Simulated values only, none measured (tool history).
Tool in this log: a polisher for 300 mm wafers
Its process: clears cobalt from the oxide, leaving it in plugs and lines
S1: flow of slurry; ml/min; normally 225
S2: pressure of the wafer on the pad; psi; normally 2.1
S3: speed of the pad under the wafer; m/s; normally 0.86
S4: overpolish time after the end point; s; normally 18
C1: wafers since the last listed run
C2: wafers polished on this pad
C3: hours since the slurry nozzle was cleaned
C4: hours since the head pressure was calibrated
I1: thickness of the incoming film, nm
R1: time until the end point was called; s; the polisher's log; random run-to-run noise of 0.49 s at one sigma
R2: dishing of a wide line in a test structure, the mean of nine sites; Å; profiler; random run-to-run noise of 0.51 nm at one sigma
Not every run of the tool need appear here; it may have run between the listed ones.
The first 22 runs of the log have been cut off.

| run | day | S1 | S2 | S3 | S4 | C1 | C2 | C3 | C4 | I1 | R1 | R2 |
|---|---|---|---|---|---|---|---|---|---|---|---|---|
| 23 | 24.292 | 225 | 2.1 | 0.86 | 18 | 136 | 913 | 262.2 | 69.4 | 179 | 44.1 | 456 |
|  | 24.721 | slurry nozzle cleaned |
| 24 | 25.696 | 195 | 1.8 | 0.74 | 27 | 350 | 1264 | 23.4 | 103.1 | 179.3 | 52 | 521 |
| 25 | 27.012 | 225 | 1.8 | 0.86 | 18 | 338 | 1602 | 55 | 134.7 | 181.7 | 45.7 | 445 |
|  | 28.333 | worn pad replaced by a new one |
| 26 | 28.354 | 245 | 2.1 | 0.86 | 18 | 302 | 5 | 87.2 | 166.9 | 180.6 | 39.5 | 475 |
| 27 | 29.138 | 225 | 2.1 | 0.76 | 18 | 201 | 206 | 106 | 185.7 | 182.8 | 45.2 | 456 |
| 28 | 30.229 | 225 | 2.3 | 0.56 | 18 | 280 | 487 | 132.2 | 211.9 | 181 | 50.8 | 416 |
| 29 | 31.392 | 225 | 2.1 | 0.86 | 28 | 298 | 786 | 160.1 | 239.8 | 180 | 39.5 | 573 |
| 30 | 32.575 | 225 | 2.1 | 0.86 | 18 | 304 | 1090 | 188.5 | 268.2 | 179.2 | 41.4 | 469 |

Predict the results of run 31:
| 31 | 33.088 | 225 | 2.7 | 1.12 | 18 | 131 | 1222 | 200.8 | 280.5 | 177.1 | ? | ? |

R1: 26.6 s
R2: 580 Å
With no hidden state in the tool, this same run would have given R1 25.4 s, R2 590 Å.

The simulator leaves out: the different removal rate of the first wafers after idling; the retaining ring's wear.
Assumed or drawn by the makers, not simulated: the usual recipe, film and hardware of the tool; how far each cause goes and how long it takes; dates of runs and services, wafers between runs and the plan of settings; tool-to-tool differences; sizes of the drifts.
